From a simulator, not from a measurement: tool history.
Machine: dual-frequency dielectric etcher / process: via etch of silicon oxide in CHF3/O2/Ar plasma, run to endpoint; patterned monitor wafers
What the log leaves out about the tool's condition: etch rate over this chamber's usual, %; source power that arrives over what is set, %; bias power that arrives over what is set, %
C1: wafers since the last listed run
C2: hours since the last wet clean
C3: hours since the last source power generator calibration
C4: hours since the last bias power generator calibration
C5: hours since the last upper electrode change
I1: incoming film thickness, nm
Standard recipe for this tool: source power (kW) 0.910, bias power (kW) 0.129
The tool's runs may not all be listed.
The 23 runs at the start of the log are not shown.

run 24 hour=286.1 | source_power_(kW)=0.790 bias_power_(kW)=0.149 | C1=104 C2=67.5 C3=122.4 C4=39.6 C5=25.5 | I1=744.9 | endpoint_time_(s)=358.7
run 25 hour=299.3 | source_power_(kW)=0.910 bias_power_(kW)=0.129 | C1=85 C2=80.7 C3=135.6 C4=52.8 C5=38.7 | I1=739.9 | endpoint_time_(s)=353.5
run 26 hour=307.7 | source_power_(kW)=0.910 bias_power_(kW)=0.129 | C1=54 C2=89.1 C3=144.0 C4=61.2 C5=47.1 | I1=742.9 | endpoint_time_(s)=351.5
run 27 hour=316.7 | source_power_(kW)=0.910 bias_power_(kW)=0.129 | C1=58 C2=98.1 C3=153.0 C4=70.2 C5=56.1 | I1=746.6 | endpoint_time_(s)=355.6
run 28 hour=325.1 | source_power_(kW)=0.740 bias_power_(kW)=0.117 | C1=54 C2=106.5 C3=161.4 C4=78.6 C5=64.5 | I1=754.9 | endpoint_time_(s)=388.3
run 29 hour=336.4 | source_power_(kW)=0.680 bias_power_(kW)=0.156 | C1=73 C2=117.8 C3=172.7 C4=89.9 C5=75.8 | I1=746.7 | endpoint_time_(s)=366.7
run 30 hour=343.5 | source_power_(kW)=1.110 bias_power_(kW)=0.129 | C1=45 C2=124.9 C3=179.8 C4=97.0 C5=82.9 | I1=739.9 | endpoint_time_(s)=326.2
run 31 hour=360.4 | source_power_(kW)=0.910 bias_power_(kW)=0.141 | C1=109 C2=141.8 C3=196.7 C4=113.9 C5=99.8 | I1=743.8 | endpoint_time_(s)=342.8
run 32 hour=366.8 | source_power_(kW)=0.690 bias_power_(kW)=0.141 | C1=41 C2=148.2 C3=203.1 C4=120.3 C5=106.2 | I1=760.0 | endpoint_time_(s)=383.0
run 33 hour=409.1 | source_power_(kW)=1.040 bias_power_(kW)=0.129 | C1=273 C2=190.5 C3=245.4 C4=162.6 C5=148.5 | I1=748.3 | endpoint_time_(s)=336.1
run 34 hour=420.9 | source_power_(kW)=0.910 bias_power_(kW)=0.153 | C1=76 C2=202.3 C3=257.2 C4=174.4 C5=160.3 | I1=744.6 | endpoint_time_(s)=338.8

Below are 5 alternative next runs, each starting from the tool's condition after run 34. Predict each:
run A hour=421.4 | source_power_(kW)=0.910 bias_power_(kW)=0.129 | C1=3 C2=202.8 C3=257.7 C4=174.9 C5=160.8 | I1=754.7 | endpoint_time_(s)=?
run B hour=421.4 | source_power_(kW)=1.080 bias_power_(kW)=0.097 | C1=3 C2=202.8 C3=257.7 C4=174.9 C5=160.8 | I1=754.7 | endpoint_time_(s)=?
run C hour=421.4 | source_power_(kW)=1.130 bias_power_(kW)=0.153 | C1=3 C2=202.8 C3=257.7 C4=174.9 C5=160.8 | I1=754.7 | endpoint_time_(s)=?
run D hour=421.4 | source_power_(kW)=0.970 bias_power_(kW)=0.113 | C1=3 C2=202.8 C3=257.7 C4=174.9 C5=160.8 | I1=754.7 | endpoint_time_(s)=?
run E hour=421.4 | source_power_(kW)=1.030 bias_power_(kW)=0.153 | C1=3 C2=202.8 C3=257.7 C4=174.9 C5=160.8 | I1=754.7 | endpoint_time_(s)=?

run=A endpoint_time_(s)=354.6
run=B endpoint_time_(s)=355.2
run=C endpoint_time_(s)=317.7
run=D endpoint_time_(s)=357.2
run=E endpoint_time_(s)=327.6
Without the tool's hidden state the same runs would have given:
run=A endpoint_time_(s)=362.5
run=B endpoint_time_(s)=363.1
run=C endpoint_time_(s)=324.7
run=D endpoint_time_(s)=365.2
run=E endpoint_time_(s)=334.8
